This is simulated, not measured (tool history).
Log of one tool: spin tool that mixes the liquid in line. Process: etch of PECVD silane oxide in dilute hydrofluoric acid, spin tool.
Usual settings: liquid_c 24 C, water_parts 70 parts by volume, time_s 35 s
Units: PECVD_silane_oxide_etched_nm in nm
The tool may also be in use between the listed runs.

run,hour,liquid_c,water_parts,time_s,"read-back film thickness of the PECVD silane oxide reference wafer, read on the same gauge (nm)",PECVD_silane_oxide_etched_nm
1,0,24,70,35,70,15.01
2,52.1,24,70,35,70,15.06
3,110.4,24,70,35,69.97,14.99
4,169.2,24,70,35,69.99,15.01
5,208.8,24,70,35,70.01,14.98
6,271.1,24,70,50,70,21.51
7,321.3,22.5,70,35,69.98,14.02
8,364.7,22.5,70,35,70,14.12
9,436.5,26,70,35,69.99,16.41
# hour 472.7: thermometer replaced
10,492.6,24,95,35,70.03,11.31
11,522.5,24,70,35,69.98,15.96
12,565.8,24,70,20,70.04,9.1

Forecast run 13:
13,634.1,24,35,20,?,?

{"run 13": {"read-back film thickness of the PECVD silane oxide reference wafer, read on the same gauge (nm)": 70.01, "PECVD_silane_oxide_etched_nm": 19.15}}
Without the tool's hidden state the same run would have given PECVD_silane_oxide_etched_nm 18.21 nm.
